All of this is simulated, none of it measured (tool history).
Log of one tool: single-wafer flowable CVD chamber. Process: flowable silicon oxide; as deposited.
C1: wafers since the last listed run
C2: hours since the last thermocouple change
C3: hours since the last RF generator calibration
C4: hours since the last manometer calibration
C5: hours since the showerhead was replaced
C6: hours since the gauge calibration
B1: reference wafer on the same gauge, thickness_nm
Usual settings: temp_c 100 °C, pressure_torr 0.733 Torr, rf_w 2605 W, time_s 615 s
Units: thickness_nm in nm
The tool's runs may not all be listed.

Run 1, hour 0.0: usual settings; C1 0; C2 2556.8; C3 2128.7; C4 3123.2; C5 6954.4; C6 87.9; B1 342.983. Result: thickness_nm 274.650 nm.
Run 2, hour 17.3: usual settings but temp_c 108 °C; C1 47; C2 2574.1; C3 2146.0; C4 3140.5; C5 6971.7; C6 105.2; B1 343.026. Result: thickness_nm 219.053 nm.
Run 3, hour 23.4: usual settings but temp_c 108 °C; C1 16; C2 2580.2; C3 2152.1; C4 3146.6; C5 6977.8; C6 111.3; B1 342.947. Result: thickness_nm 219.145 nm.
Run 4, hour 38.3: usual settings; C1 41; C2 2595.1; C3 2167.0; C4 3161.5; C5 6992.7; C6 126.2; B1 342.896. Result: thickness_nm 274.065 nm.
At hour 59.2: RF generator calibrated.
At hour 64.5: thermocouple changed; heater temperature recalibrated.
Run 5, hour 65.0: usual settings; C1 36; C2 0.5; C3 5.8; C4 3188.2; C5 7019.4; C6 152.9; B1 343.221. Result: thickness_nm 341.939 nm.
Run 6, hour 65.5: usual settings; C1 1; C2 1.0; C3 6.3; C4 3188.7; C5 7019.9; C6 153.4; B1 342.953. Result: thickness_nm 340.800 nm.
Run 7, hour 66.5: usual settings; C1 2; C2 2.0; C3 7.3; C4 3189.7; C5 7020.9; C6 154.4; B1 343.136. Result: thickness_nm 341.789 nm.
At hour 74.5: capacitance manometer re-zeroed and calibrated.
Run 8, hour 79.7: usual settings but rf_w 2945 W; C1 14; C2 15.2; C3 20.5; C4 5.2; C5 7034.1; C6 167.6; B1 343.179. Result: thickness_nm 345.204 nm.
At hour 90.2: showerhead replaced.
Run 9, hour 90.7: usual settings but rf_w 2460 W; C1 8; C2 26.2; C3 31.5; C4 16.2; C5 0.5; C6 178.6; B1 343.203. Result: thickness_nm 339.442 nm.
At hour 99.5: gauge calibrated.
Run 10, hour 114.1: usual settings but rf_w 2460 W; C1 64; C2 49.6; C3 54.9; C4 39.6; C5 23.9; C6 14.6; B1 343.095. Result: thickness_nm 337.530 nm.
Run 11, hour 126.0: usual settings; C1 32; C2 61.5; C3 66.8; C4 51.5; C5 35.8; C6 26.5; B1 342.900. Result: thickness_nm 341.609 nm.
Run 12, hour 137.6: usual settings; C1 31; C2 73.1; C3 78.4; C4 63.1; C5 47.4; C6 38.1; B1 342.892. Result: thickness_nm 341.666 nm.
Run 13, hour 154.7: usual settings but temp_c 104 °C, rf_w 2085 W; C1 47; C2 90.2; C3 95.5; C4 80.2; C5 64.5; C6 55.2; B1 342.991. Result: thickness_nm 290.996 nm.
Run 14, hour 166.2: usual settings but temp_c 86 °C; C1 31; C2 101.7; C3 107.0; C4 91.7; C5 76.0; C6 66.7; B1 342.993. Result: thickness_nm 507.872 nm.
Run 15, hour 177.0: usual settings but rf_w 2805 W; C1 29; C2 112.5; C3 117.8; C4 102.5; C5 86.8; C6 77.5; B1 342.859. Result: thickness_nm 342.422 nm.
Run 16, hour 191.8: usual settings but temp_c 104 °C; C1 40; C2 127.3; C3 132.6; C4 117.3; C5 101.6; C6 92.3; B1 343.158. Result: thickness_nm 300.786 nm.

The tool's hidden state at each run:
delivered RF power above the setpoint (%): 0 in every run
true pressure above the setpoint (%): 0 in every run
gauge reads high (%): 0 in every run
H1: wafer temperature above the value expected at the setpoint (K)
run      H1
  1    7.09
  2    7.13
  3    7.14
  4    7.18
  5  -0.419
  6  -0.417
  7  -0.415
  8  -0.383
  9  -0.355
 10  -0.298
 11  -0.269
 12   -0.24
 13  -0.198
 14   -0.17
 15  -0.143
 16  -0.107
